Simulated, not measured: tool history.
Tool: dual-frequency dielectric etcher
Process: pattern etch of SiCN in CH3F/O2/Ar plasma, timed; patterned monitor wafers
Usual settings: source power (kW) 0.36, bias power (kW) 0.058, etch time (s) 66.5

| run | day | source power (kW) | bias power (kW) | etch time (s) | read-back reference wafer on the same gauge, depth_nm | mean etch depth across the wafer (nm) |
|---|---|---|---|---|---|---|
| 1 | 0 | 0.36 | 0.055 | 66.5 | 23.7 | 21.94 |
|  | 2.488 | wet clean of the chamber |
| 2 | 2.508 | 0.36 | 0.055 | 66.5 | 23.71 | 22.44 |
| 3 | 5.038 | 0.36 | 0.055 | 66.5 | 23.71 | 22.41 |
| 4 | 7.029 | 0.36 | 0.058 | 66.5 | 23.7 | 22.63 |
| 5 | 8.396 | 0.36 | 0.058 | 66.5 | 23.72 | 22.57 |
| 6 | 9.733 | 0.36 | 0.058 | 66.5 | 23.69 | 22.58 |
| 7 | 11.167 | 0.36 | 0.058 | 66.5 | 23.69 | 22.55 |
|  | 11.221 | gauge calibrated |
|  | 12.392 | upper electrode replaced |
| 8 | 18.533 | 0.36 | 0.058 | 66.5 | 23.7 | 22.3 |
| 9 | 19.738 | 0.36 | 0.058 | 66.5 | 23.7 | 22.34 |
|  | 20.338 | bias power generator calibrated |
|  | 21.708 | wet clean of the chamber |
| 10 | 21.729 | 0.36 | 0.048 | 86 | 23.7 | 28.33 |
| 11 | 23.179 | 0.36 | 0.067 | 66.5 | 23.7 | 23.89 |
| 12 | 24.471 | 0.43 | 0.07 | 58.5 | 23.69 | 23.08 |
| 13 | 26.071 | 0.33 | 0.058 | 66.5 | 23.69 | 22.07 |
|  | 27.296 | source power generator calibrated |
| 14 | 27.975 | 0.36 | 0.058 | 66.5 | 23.71 | 22.9 |
| 15 | 30.95 | 0.36 | 0.058 | 60 | 23.69 | 20.54 |
| 16 | 33.738 | 0.36 | 0.058 | 66.5 | 23.69 | 22.79 |
| 17 | 35.004 | 0.36 | 0.045 | 61 | 23.7 | 19.49 |
| 18 | 36.179 | 0.31 | 0.064 | 66.5 | 23.71 | 21.79 |

Forecast each of these 3 alternatives for the next run:
| A | 36.196 | 0.36 | 0.048 | 66.5 | ? | ? |
| B | 36.196 | 0.33 | 0.058 | 84.5 | ? | ? |
| C | 36.196 | 0.42 | 0.072 | 66.5 | ? | ? |

| run | read-back reference wafer on the same gauge, depth_nm | mean etch depth across the wafer (nm) |
|---|---|---|
| A | 23.7 | 21.53 |
| B | 23.7 | 27.68 |
| C | 23.7 | 25.78 |
Without the tool's hidden state the same runs would have given:
| run | mean etch depth across the wafer (nm) |
|---|---|
| A | 21.92 |
| B | 28.19 |
| C | 26.26 |
